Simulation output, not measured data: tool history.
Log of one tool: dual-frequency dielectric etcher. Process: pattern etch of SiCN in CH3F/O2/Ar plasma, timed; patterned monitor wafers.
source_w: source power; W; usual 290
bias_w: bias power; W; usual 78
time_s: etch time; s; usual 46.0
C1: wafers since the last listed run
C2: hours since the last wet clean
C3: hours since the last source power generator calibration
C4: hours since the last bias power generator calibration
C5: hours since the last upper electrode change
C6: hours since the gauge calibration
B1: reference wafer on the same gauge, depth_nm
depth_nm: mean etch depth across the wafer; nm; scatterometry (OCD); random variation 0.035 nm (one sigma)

Run 1, day 0.000: usual settings but bias_w 90 W; C1 0; C2 58.7; C3 1928.5; C4 3383.5; C5 5357.1; C6 502.1; B1 12.60. Result: depth_nm 16.18 nm.
Run 2, day 1.154: usual settings but time_s 53.5 s; C1 426; C2 86.4; C3 1956.2; C4 3411.2; C5 5384.8; C6 529.8; B1 12.61. Result: depth_nm 17.65 nm.
Run 3, day 4.054: usual settings but time_s 53.5 s; C1 1070; C2 156.0; C3 2025.8; C4 3480.8; C5 5454.4; C6 599.4; B1 12.61. Result: depth_nm 17.68 nm.
Run 4, day 5.492: usual settings but time_s 53.5 s; C1 530; C2 190.5; C3 2060.3; C4 3515.3; C5 5488.9; C6 633.9; B1 12.61. Result: depth_nm 17.67 nm.
Run 5, day 8.392: usual settings; C1 1070; C2 260.1; C3 2129.9; C4 3584.9; C5 5558.5; C6 703.5; B1 12.60. Result: depth_nm 15.26 nm.
At day 11.804: wet clean of the chamber.
Run 6, day 11.825: usual settings; C1 898; C2 0.5; C3 2212.3; C4 3667.3; C5 5640.9; C6 785.9; B1 12.59. Result: depth_nm 15.20 nm.
Run 7, day 13.417: usual settings; C1 587; C2 38.7; C3 2250.5; C4 3705.5; C5 5679.1; C6 824.1; B1 12.61. Result: depth_nm 15.20 nm.
Run 8, day 15.646: usual settings; C1 822; C2 92.2; C3 2304.0; C4 3759.0; C5 5732.6; C6 877.6; B1 12.60. Result: depth_nm 15.20 nm.
At day 16.692: bias power generator calibrated.
At day 18.133: upper electrode replaced.
Run 9, day 18.338: usual settings; C1 562; C2 156.8; C3 2368.6; C4 39.5; C5 4.9; C6 942.2; B1 12.61. Result: depth_nm 15.22 nm.
At day 18.854: source power generator calibrated.
Run 10, day 20.333: usual settings; C1 675; C2 204.7; C3 35.5; C4 87.4; C5 52.8; C6 990.1; B1 12.60. Result: depth_nm 15.20 nm.
Run 11, day 21.871: usual settings; C1 567; C2 241.6; C3 72.4; C4 124.3; C5 89.7; C6 1027.0; B1 12.60. Result: depth_nm 15.27 nm.
Run 12, day 23.304: usual settings; C1 529; C2 276.0; C3 106.8; C4 158.7; C5 124.1; C6 1061.4; B1 12.60. Result: depth_nm 15.25 nm.
Run 13, day 24.946: usual settings; C1 605; C2 315.4; C3 146.2; C4 198.1; C5 163.5; C6 1100.8; B1 12.60. Result: depth_nm 15.23 nm.
At day 26.046: wet clean of the chamber.
At day 26.458: gauge calibrated.
Run 14, day 26.633: usual settings but source_w 250 W, bias_w 65 W, time_s 40.0 s; C1 253; C2 14.1; C3 186.7; C4 238.6; C5 204.0; C6 4.2; B1 12.60. Result: depth_nm 11.14 nm.
Run 15, day 27.858: usual settings but source_w 340 W, bias_w 94 W, time_s 56.5 s; C1 452; C2 43.5; C3 216.1; C4 268.0; C5 233.4; C6 33.6; B1 12.60. Result: depth_nm 22.19 nm.
Run 16, day 30.333: usual settings but bias_w 95 W; C1 913; C2 102.9; C3 275.5; C4 327.4; C5 292.8; C6 93.0; B1 12.60. Result: depth_nm 16.57 nm.
Run 17, day 31.962: usual settings but source_w 330 W, time_s 60.0 s; C1 601; C2 142.0; C3 314.6; C4 366.5; C5 331.9; C6 132.1; B1 12.60. Result: depth_nm 21.37 nm.
Run 18, day 34.392: usual settings but bias_w 59 W, time_s 39.5 s; C1 896; C2 200.3; C3 372.9; C4 424.8; C5 390.2; C6 190.4; B1 12.60. Result: depth_nm 11.56 nm.
Run 19, day 36.754: usual settings but source_w 350 W, bias_w 98 W, time_s 42.5 s; C1 872; C2 257.0; C3 429.6; C4 481.5; C5 446.9; C6 247.1; B1 12.59. Result: depth_nm 17.21 nm.
Run 20, day 38.225: usual settings; C1 542; C2 292.3; C3 464.9; C4 516.8; C5 482.2; C6 282.4; B1 12.61. Result: depth_nm 15.16 nm.
Run 21, day 39.479: usual settings but bias_w 58 W; C1 462; C2 322.4; C3 495.0; C4 546.9; C5 512.3; C6 312.5; B1 12.61. Result: depth_nm 13.40 nm.
Run 22, day 40.992: usual settings but source_w 350 W, bias_w 93 W, time_s 35.0 s; C1 558; C2 358.7; C3 531.3; C4 583.2; C5 548.6; C6 348.8; B1 12.60. Result: depth_nm 13.87 nm.
At day 42.346: wet clean of the chamber.
Run 23, day 42.367: usual settings but bias_w 91 W, time_s 38.0 s; C1 138; C2 0.5; C3 564.3; C4 616.2; C5 581.6; C6 381.8; B1 12.60. Result: depth_nm 13.42 nm.
Run 24, day 44.321: usual settings but source_w 350 W, bias_w 62 W, time_s 40.0 s; C1 721; C2 47.4; C3 611.2; C4 663.1; C5 628.5; C6 428.7; B1 12.60. Result: depth_nm 13.33 nm.
Run 25, day 46.000: usual settings but bias_w 91 W, time_s 38.0 s; C1 619; C2 87.7; C3 651.5; C4 703.4; C5 668.8; C6 469.0; B1 12.60. Result: depth_nm 13.48 nm.
Run 26, day 48.467: usual settings but time_s 37.5 s; C1 910; C2 146.9; C3 710.7; C4 762.6; C5 728.0; C6 528.2; B1 12.60. Result: depth_nm 12.46 nm.
Run 27, day 55.521: usual settings but source_w 350 W, bias_w 62 W, time_s 59.0 s; C1 2603; C2 316.2; C3 880.0; C4 931.9; C5 897.3; C6 697.5; B1 12.60. Result: depth_nm 19.72 nm.
At day 59.271: wet clean of the chamber.
Run 28, day 59.292: usual settings but time_s 53.5 s; C1 1022; C2 0.5; C3 970.5; C4 1022.4; C5 987.8; C6 788.0; B1 12.61. Result: depth_nm 17.66 nm.
Run 29, day 61.271: usual settings but time_s 51.5 s; C1 730; C2 48.0; C3 1018.0; C4 1069.9; C5 1035.3; C6 835.5; B1 12.60. Result: depth_nm 17.07 nm.

Forecast each of these 5 alternatives for the next run:
Run A, day 61.288: usual settings but time_s 57.0 s; C1 6; C2 48.4; C3 1018.4; C4 1070.3; C5 1035.7; C6 835.9; B1 ?. Result: depth_nm ?.
Run B, day 61.288: usual settings but bias_w 63 W, time_s 35.0 s; C1 6; C2 48.4; C3 1018.4; C4 1070.3; C5 1035.7; C6 835.9; B1 ?. Result: depth_nm ?.
Run C, day 61.288: usual settings but time_s 36.5 s; C1 6; C2 48.4; C3 1018.4; C4 1070.3; C5 1035.7; C6 835.9; B1 ?. Result: depth_nm ?.
Run D, day 61.288: usual settings but bias_w 60 W; C1 6; C2 48.4; C3 1018.4; C4 1070.3; C5 1035.7; C6 835.9; B1 ?. Result: depth_nm ?.
Run E, day 61.288: usual settings but source_w 330 W, bias_w 84 W; C1 6; C2 48.4; C3 1018.4; C4 1070.3; C5 1035.7; C6 835.9; B1 ?. Result: depth_nm ?.

run     B1  depth_nm
  A  12.60     18.84
  B  12.60     10.53
  C  12.60     12.06
  D  12.60     13.55
  E  12.60     16.91
Without the tool's hidden state the same runs would have given:
run  depth_nm
  A     18.84
  B     10.53
  C     12.06
  D     13.55
  E     16.91

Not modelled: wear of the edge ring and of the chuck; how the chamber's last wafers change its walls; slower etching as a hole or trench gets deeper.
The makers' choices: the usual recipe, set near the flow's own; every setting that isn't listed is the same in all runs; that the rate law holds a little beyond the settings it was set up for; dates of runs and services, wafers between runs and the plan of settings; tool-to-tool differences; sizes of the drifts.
